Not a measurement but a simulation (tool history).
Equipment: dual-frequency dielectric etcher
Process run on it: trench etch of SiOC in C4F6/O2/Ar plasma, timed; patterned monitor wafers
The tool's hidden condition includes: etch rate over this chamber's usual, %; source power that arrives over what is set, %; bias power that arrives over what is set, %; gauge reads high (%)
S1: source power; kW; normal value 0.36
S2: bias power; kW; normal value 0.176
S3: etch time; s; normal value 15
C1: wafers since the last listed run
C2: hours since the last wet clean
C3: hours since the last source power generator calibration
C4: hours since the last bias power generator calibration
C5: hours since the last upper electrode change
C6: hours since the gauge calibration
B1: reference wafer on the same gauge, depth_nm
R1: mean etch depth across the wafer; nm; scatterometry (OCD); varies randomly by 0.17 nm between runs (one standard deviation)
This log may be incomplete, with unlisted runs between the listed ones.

{"run": 1, "hour": 0.0, "S1": 0.32, "S2": 0.206, "S3": 15, "C1": 0, "C2": 206.6, "C3": 1783.6, "C4": 3767.2, "C5": 3626.3, "C6": 722.3, "B1": 27.48, "R1": 28.95}
{"run": 2, "hour": 18.2, "S1": 0.32, "S2": 0.206, "S3": 15, "C1": 297, "C2": 224.8, "C3": 1801.8, "C4": 3785.4, "C5": 3644.5, "C6": 740.5, "B1": 27.46, "R1": 29.03}
{"run": 3, "hour": 33.2, "S1": 0.36, "S2": 0.193, "S3": 14, "C1": 245, "C2": 239.8, "C3": 1816.8, "C4": 3800.4, "C5": 3659.5, "C6": 755.5, "B1": 27.48, "R1": 27.9}
{"run": 4, "hour": 50.6, "S1": 0.36, "S2": 0.193, "S3": 14, "C1": 284, "C2": 257.2, "C3": 1834.2, "C4": 3817.8, "C5": 3676.9, "C6": 772.9, "B1": 27.53, "R1": 27.91}
{"run": 5, "hour": 67.0, "S1": 0.36, "S2": 0.193, "S3": 14, "C1": 267, "C2": 273.6, "C3": 1850.6, "C4": 3834.2, "C5": 3693.3, "C6": 789.3, "B1": 27.52, "R1": 28.18}
{"run": 6, "hour": 82.4, "S1": 0.36, "S2": 0.176, "S3": 15, "C1": 251, "C2": 289, "C3": 1866, "C4": 3849.6, "C5": 3708.7, "C6": 804.7, "B1": 27.5, "R1": 28.95}
{"run": 7, "hour": 99.5, "S1": 0.36, "S2": 0.176, "S3": 15, "C1": 279, "C2": 306.1, "C3": 1883.1, "C4": 3866.7, "C5": 3725.8, "C6": 821.8, "B1": 27.51, "R1": 29}
{"hour": 137.2, "done": "upper electrode replaced"}
{"run": 8, "hour": 137.7, "S1": 0.36, "S2": 0.176, "S3": 15, "C1": 232, "C2": 344.3, "C3": 1921.3, "C4": 3904.9, "C5": 0.5, "C6": 860, "B1": 27.48, "R1": 28.82}
{"run": 9, "hour": 164.2, "S1": 0.36, "S2": 0.148, "S3": 15, "C1": 433, "C2": 370.8, "C3": 1947.8, "C4": 3931.4, "C5": 27, "C6": 886.5, "B1": 27.49, "R1": 27.1}
{"hour": 180.3, "done": "bias power generator calibrated"}
{"run": 10, "hour": 180.8, "S1": 0.36, "S2": 0.148, "S3": 15, "C1": 205, "C2": 387.4, "C3": 1964.4, "C4": 0.5, "C5": 43.6, "C6": 903.1, "B1": 27.53, "R1": 27.23}
{"hour": 187.3, "done": "source power generator calibrated"}
{"run": 11, "hour": 193.2, "S1": 0.36, "S2": 0.148, "S3": 15, "C1": 137, "C2": 399.8, "C3": 5.9, "C4": 12.9, "C5": 56, "C6": 915.5, "B1": 27.56, "R1": 27.21}
{"hour": 235.5, "done": "wet clean of the chamber"}
{"run": 12, "hour": 236.0, "S1": 0.36, "S2": 0.176, "S3": 12, "C1": 307, "C2": 0.5, "C3": 48.7, "C4": 55.7, "C5": 98.8, "C6": 958.3, "B1": 27.47, "R1": 24.21}
{"run": 13, "hour": 236.3, "S1": 0.39, "S2": 0.136, "S3": 15, "C1": 4, "C2": 0.8, "C3": 49, "C4": 56, "C5": 99.1, "C6": 958.6, "B1": 27.48, "R1": 29.15}
{"run": 14, "hour": 244.6, "S1": 0.36, "S2": 0.207, "S3": 15, "C1": 135, "C2": 9.1, "C3": 57.3, "C4": 64.3, "C5": 107.4, "C6": 966.9, "B1": 27.56, "R1": 31.4}
{"run": 15, "hour": 268.9, "S1": 0.36, "S2": 0.176, "S3": 15, "C1": 397, "C2": 33.4, "C3": 81.6, "C4": 88.6, "C5": 131.7, "C6": 991.2, "B1": 27.53, "R1": 29.83}
{"run": 16, "hour": 316.3, "S1": 0.36, "S2": 0.176, "S3": 15, "C1": 774, "C2": 80.8, "C3": 129, "C4": 136, "C5": 179.1, "C6": 1038.6, "B1": 27.53, "R1": 30.18}
{"hour": 325.2, "done": "gauge calibrated"}
{"run": 17, "hour": 351.3, "S1": 0.36, "S2": 0.14, "S3": 12, "C1": 571, "C2": 115.8, "C3": 164, "C4": 171, "C5": 214.1, "C6": 26.1, "B1": 27.51, "R1": 22.18}
{"run": 18, "hour": 378.7, "S1": 0.4, "S2": 0.176, "S3": 15, "C1": 447, "C2": 143.2, "C3": 191.4, "C4": 198.4, "C5": 241.5, "C6": 53.5, "B1": 27.49, "R1": 31.57}
{"run": 19, "hour": 397.7, "S1": 0.36, "S2": 0.176, "S3": 15, "C1": 310, "C2": 162.2, "C3": 210.4, "C4": 217.4, "C5": 260.5, "C6": 72.5, "B1": 27.52, "R1": 29.63}
{"run": 20, "hour": 427.9, "S1": 0.36, "S2": 0.176, "S3": 15, "C1": 493, "C2": 192.4, "C3": 240.6, "C4": 247.6, "C5": 290.7, "C6": 102.7, "B1": 27.47, "R1": 29.42}
{"run": 21, "hour": 460.5, "S1": 0.36, "S2": 0.176, "S3": 15, "C1": 532, "C2": 225, "C3": 273.2, "C4": 280.2, "C5": 323.3, "C6": 135.3, "B1": 27.51, "R1": 29.42}
{"run": 22, "hour": 494.7, "S1": 0.36, "S2": 0.21, "S3": 19, "C1": 558, "C2": 259.2, "C3": 307.4, "C4": 314.4, "C5": 357.5, "C6": 169.5, "B1": 27.46, "R1": 39.56}
{"run": 23, "hour": 515.8, "S1": 0.3, "S2": 0.176, "S3": 18, "C1": 344, "C2": 280.3, "C3": 328.5, "C4": 335.5, "C5": 378.6, "C6": 190.6, "B1": 27.51, "R1": 32.4}
{"run": 24, "hour": 531.4, "S1": 0.36, "S2": 0.176, "S3": 15, "C1": 254, "C2": 295.9, "C3": 344.1, "C4": 351.1, "C5": 394.2, "C6": 206.2, "B1": 27.5, "R1": 29.1}
{"run": 25, "hour": 562.7, "S1": 0.36, "S2": 0.151, "S3": 17.5, "C1": 511, "C2": 327.2, "C3": 375.4, "C4": 382.4, "C5": 425.5, "C6": 237.5, "B1": 27.48, "R1": 32.52}
{"run": 26, "hour": 587.9, "S1": 0.36, "S2": 0.176, "S3": 15, "C1": 411, "C2": 352.4, "C3": 400.6, "C4": 407.6, "C5": 450.7, "C6": 262.7, "B1": 27.5, "R1": 29.23}
{"run": 27, "hour": 612.8, "S1": 0.32, "S2": 0.151, "S3": 13, "C1": 406, "C2": 377.3, "C3": 425.5, "C4": 432.5, "C5": 475.6, "C6": 287.6, "B1": 27.48, "R1": 22.65}
{"run": 28, "hour": 632.9, "S1": 0.4, "S2": 0.176, "S3": 12.5, "C1": 328, "C2": 397.4, "C3": 445.6, "C4": 452.6, "C5": 495.7, "C6": 307.7, "B1": 27.48, "R1": 25.21}
{"run": 29, "hour": 656.0, "S1": 0.36, "S2": 0.19, "S3": 15, "C1": 377, "C2": 420.5, "C3": 468.7, "C4": 475.7, "C5": 518.8, "C6": 330.8, "B1": 27.5, "R1": 29.59}
{"hour": 716.2, "done": "wet clean of the chamber"}
{"run": 30, "hour": 716.7, "S1": 0.41, "S2": 0.176, "S3": 15, "C1": 599, "C2": 0.5, "C3": 529.4, "C4": 536.4, "C5": 579.5, "C6": 391.5, "B1": 27.56, "R1": 32.08}
{"run": 31, "hour": 735.3, "S1": 0.42, "S2": 0.205, "S3": 17.5, "C1": 303, "C2": 19.1, "C3": 548, "C4": 555, "C5": 598.1, "C6": 410.1, "B1": 27.46, "R1": 39.73}

3 options for the next run, each taken on its own from the tool as it stands now. Forecast them:
{"run": "A", "hour": 735.7, "S1": 0.36, "S2": 0.176, "S3": 15, "C1": 6, "C2": 19.5, "C3": 548.4, "C4": 555.4, "C5": 598.5, "C6": 410.5, "B1": "?", "R1": "?"}
{"run": "B", "hour": 735.7, "S1": 0.3, "S2": 0.136, "S3": 15, "C1": 6, "C2": 19.5, "C3": 548.4, "C4": 555.4, "C5": 598.5, "C6": 410.5, "B1": "?", "R1": "?"}
{"run": "C", "hour": 735.7, "S1": 0.36, "S2": 0.218, "S3": 18.5, "C1": 6, "C2": 19.5, "C3": 548.4, "C4": 555.4, "C5": 598.5, "C6": 410.5, "B1": "?", "R1": "?"}

run=A B1=27.53 R1=30.45
run=B B1=27.53 R1=25.73
run=C B1=27.53 R1=40.25
Stripped of hidden state, with their random variation kept, the same runs would have yielded:
run=A R1=30.57
run=B R1=25.83
run=C R1=40.41

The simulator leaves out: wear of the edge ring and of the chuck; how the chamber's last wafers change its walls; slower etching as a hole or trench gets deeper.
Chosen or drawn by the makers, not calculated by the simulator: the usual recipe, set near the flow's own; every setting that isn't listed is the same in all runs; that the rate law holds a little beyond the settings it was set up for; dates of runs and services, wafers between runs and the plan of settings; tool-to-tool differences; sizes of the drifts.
